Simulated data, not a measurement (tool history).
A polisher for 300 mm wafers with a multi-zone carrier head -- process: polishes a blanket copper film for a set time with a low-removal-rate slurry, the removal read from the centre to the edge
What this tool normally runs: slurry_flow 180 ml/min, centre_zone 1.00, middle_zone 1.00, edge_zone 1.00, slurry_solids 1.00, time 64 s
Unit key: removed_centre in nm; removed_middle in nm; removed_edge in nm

| run | hour | slurry_flow | centre_zone | middle_zone | edge_zone | slurry_solids | time | incoming thickness of the incoming film, nm | removed_centre | removed_middle | removed_edge |
|---|---|---|---|---|---|---|---|---|---|---|---|
| 1 | 0.0 | 180 | 1.00 | 1.00 | 1.00 | 1.00 | 64 | 620.4 | 233.4 | 233.9 | 234.9 |
|  | 10.0 | carrier head's membrane replaced by a new one |
| 2 | 21.7 | 120 | 1.00 | 1.00 | 1.00 | 1.00 | 64 | 622.2 | 204.3 | 202.7 | 217.5 |
| 3 | 54.6 | 180 | 1.00 | 1.00 | 1.00 | 1.00 | 64 | 618.4 | 228.0 | 228.3 | 234.8 |
|  | 93.7 | worn pad replaced by a new one |
| 4 | 145.6 | 180 | 1.00 | 1.00 | 1.00 | 1.00 | 64 | 624.3 | 240.1 | 234.5 | 242.0 |
| 5 | 179.7 | 240 | 1.00 | 0.95 | 1.00 | 0.75 | 58 | 614.2 | 215.9 | 204.2 | 206.7 |
| 6 | 200.3 | 180 | 1.00 | 1.00 | 0.91 | 1.30 | 83 | 625.5 | 327.7 | 328.6 | 318.7 |
| 7 | 234.0 | 180 | 1.05 | 1.00 | 1.00 | 0.80 | 58 | 627.7 | 214.3 | 202.6 | 201.9 |
| 8 | 268.8 | 225 | 1.00 | 1.00 | 1.00 | 0.70 | 77 | 626.2 | 272.7 | 268.0 | 267.2 |
|  | 287.7 | centre zone pressure recalibrated |
| 9 | 288.4 | 180 | 1.03 | 0.94 | 1.00 | 1.10 | 81 | 630.2 | 306.0 | 280.8 | 303.6 |
|  | 294.6 | slurry nozzle cleaned |
| 10 | 323.9 | 180 | 1.00 | 0.90 | 1.00 | 1.00 | 64 | 625.7 | 244.5 | 224.0 | 241.6 |
|  | 352.2 | worn pad replaced by a new one |
| 11 | 356.6 | 180 | 1.00 | 1.00 | 1.00 | 1.00 | 64 | 621.4 | 248.6 | 247.5 | 250.2 |
|  | 362.5 | edge zone pressure recalibrated |
| 12 | 386.3 | 180 | 1.00 | 1.00 | 1.00 | 0.80 | 64 | 625.7 | 236.4 | 238.9 | 241.2 |
| 13 | 400.7 | 215 | 1.00 | 1.00 | 1.00 | 1.00 | 64 | 618.7 | 256.5 | 258.0 | 253.4 |
| 14 | 467.2 | 180 | 1.00 | 1.00 | 1.00 | 1.00 | 64 | 621.8 | 248.6 | 241.3 | 247.1 |
| 15 | 492.5 | 225 | 1.00 | 1.00 | 1.00 | 1.00 | 64 | 614.9 | 249.7 | 246.8 | 249.4 |

What does the tool deliver on the next run?
| 16 | 525.2 | 180 | 1.08 | 1.00 | 1.00 | 1.00 | 64 | 622.5 | ? | ? | ? |

{"run 16": {"removed_centre": 259.9, "removed_middle": 239.9, "removed_edge": 237.5}}
Take away the tool's hidden state, keep the run-to-run variation as it was, and the same run would have given removed_centre 283.8 nm, removed_middle 260.1 nm, removed_edge 253.6 nm.
